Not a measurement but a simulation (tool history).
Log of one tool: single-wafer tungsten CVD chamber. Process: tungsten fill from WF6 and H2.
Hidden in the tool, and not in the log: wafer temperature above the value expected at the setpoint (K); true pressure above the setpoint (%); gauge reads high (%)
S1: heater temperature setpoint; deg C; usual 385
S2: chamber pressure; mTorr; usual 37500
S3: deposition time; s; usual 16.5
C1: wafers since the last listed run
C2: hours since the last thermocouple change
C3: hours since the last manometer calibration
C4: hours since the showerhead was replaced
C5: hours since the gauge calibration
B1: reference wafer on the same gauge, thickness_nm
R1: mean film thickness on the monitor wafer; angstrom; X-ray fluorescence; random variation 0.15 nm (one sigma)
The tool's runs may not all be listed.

Run 1, hour 0: usual settings but S1 393 deg C, S2 43400 mTorr; C1 0; C2 1232.7; C3 2052.9; C4 3754.6; C5 163.4; B1 39.261. Result: R1 407.14 angstrom.
Run 2, hour 68.6: usual settings but S1 393 deg C, S2 42000 mTorr; C1 2007; C2 1301.3; C3 2121.5; C4 3823.2; C5 232; B1 39.273. Result: R1 404.73 angstrom.
Run 3, hour 134.7: usual settings but S1 393 deg C, S2 42000 mTorr; C1 1934; C2 1367.4; C3 2187.6; C4 3889.3; C5 298.1; B1 39.285. Result: R1 400.2 angstrom.
Run 4, hour 171.2: usual settings but S3 18.3 s; C1 1067; C2 1403.9; C3 2224.1; C4 3925.8; C5 334.6; B1 39.284. Result: R1 368.02 angstrom.
Run 5, hour 206.2: usual settings; C1 1024; C2 1438.9; C3 2259.1; C4 3960.8; C5 369.6; B1 39.279. Result: R1 327.62 angstrom.
Run 6, hour 274: usual settings; C1 1983; C2 1506.7; C3 2326.9; C4 4028.6; C5 437.4; B1 39.32. Result: R1 328.31 angstrom.
At hour 297.5: capacitance manometer re-zeroed and calibrated.
Run 7, hour 301.9: usual settings; C1 582; C2 1534.6; C3 4.4; C4 4056.5; C5 465.3; B1 39.342. Result: R1 329.27 angstrom.
Run 8, hour 352.7: usual settings but S1 395 deg C; C1 1486; C2 1585.4; C3 55.2; C4 4107.3; C5 516.1; B1 39.268. Result: R1 389.15 angstrom.
Run 9, hour 406.4: usual settings but S1 395 deg C; C1 1571; C2 1639.1; C3 108.9; C4 4161; C5 569.8; B1 39.34. Result: R1 389.59 angstrom.
At hour 420.3: showerhead replaced.
Run 10, hour 469.3: usual settings; C1 1606; C2 1702; C3 171.8; C4 49; C5 632.7; B1 39.326. Result: R1 326.01 angstrom.
Run 11, hour 517.8: usual settings but S3 17.8 s; C1 1419; C2 1750.5; C3 220.3; C4 97.5; C5 681.2; B1 39.306. Result: R1 351.09 angstrom.
At hour 521.7: gauge calibrated.
At hour 551: thermocouple changed; heater temperature recalibrated.
Run 12, hour 554: usual settings but S1 375 deg C, S2 46400 mTorr, S3 17.6 s; C1 825; C2 3; C3 256.5; C4 133.7; C5 32.3; B1 39.288. Result: R1 352.31 angstrom.
Run 13, hour 613.6: usual settings but S2 46400 mTorr; C1 1743; C2 62.6; C3 316.1; C4 193.3; C5 91.9; B1 39.287. Result: R1 394.73 angstrom.
Run 14, hour 682.8: usual settings but S1 371 deg C, S2 42000 mTorr, S3 15.6 s; C1 2024; C2 131.8; C3 385.3; C4 262.5; C5 161.1; B1 39.285. Result: R1 273.37 angstrom.
Run 15, hour 713.7: usual settings; C1 904; C2 162.7; C3 416.2; C4 293.4; C5 192; B1 39.314. Result: R1 352.96 angstrom.
Run 16, hour 753.1: usual settings but S2 28900 mTorr; C1 1152; C2 202.1; C3 455.6; C4 332.8; C5 231.4; B1 39.345. Result: R1 310.67 angstrom.
Run 17, hour 817.1: usual settings but S3 17.8 s; C1 1872; C2 266.1; C3 519.6; C4 396.8; C5 295.4; B1 39.265. Result: R1 376.09 angstrom.
Run 18, hour 859.6: usual settings but S1 371 deg C, S2 42000 mTorr, S3 15.6 s; C1 1243; C2 308.6; C3 562.1; C4 439.3; C5 337.9; B1 39.313. Result: R1 273.94 angstrom.
Run 19, hour 896.9: usual settings but S1 391 deg C, S2 44500 mTorr, S3 19.8 s; C1 1091; C2 345.9; C3 599.4; C4 476.6; C5 375.2; B1 39.222. Result: R1 507.76 angstrom.
Run 20, hour 949.5: usual settings; C1 1539; C2 398.5; C3 652; C4 529.2; C5 427.8; B1 39.372. Result: R1 347.98 angstrom.

The tool's hidden state at each run:
true pressure above the setpoint (%): 0 in every run
gauge reads high (%): 0 in every run
H1: wafer temperature above the value expected at the setpoint (K)
run      H1
  1    -4.7
  2   -4.91
  3   -5.11
  4   -5.22
  5   -5.33
  6   -5.54
  7   -5.62
  8   -5.78
  9   -5.94
 10   -6.13
 11   -6.28
 12  -0.767
 13  -0.948
 14   -1.16
 15   -1.25
 16   -1.37
 17   -1.57
 18    -1.7
 19   -1.81
 20   -1.97

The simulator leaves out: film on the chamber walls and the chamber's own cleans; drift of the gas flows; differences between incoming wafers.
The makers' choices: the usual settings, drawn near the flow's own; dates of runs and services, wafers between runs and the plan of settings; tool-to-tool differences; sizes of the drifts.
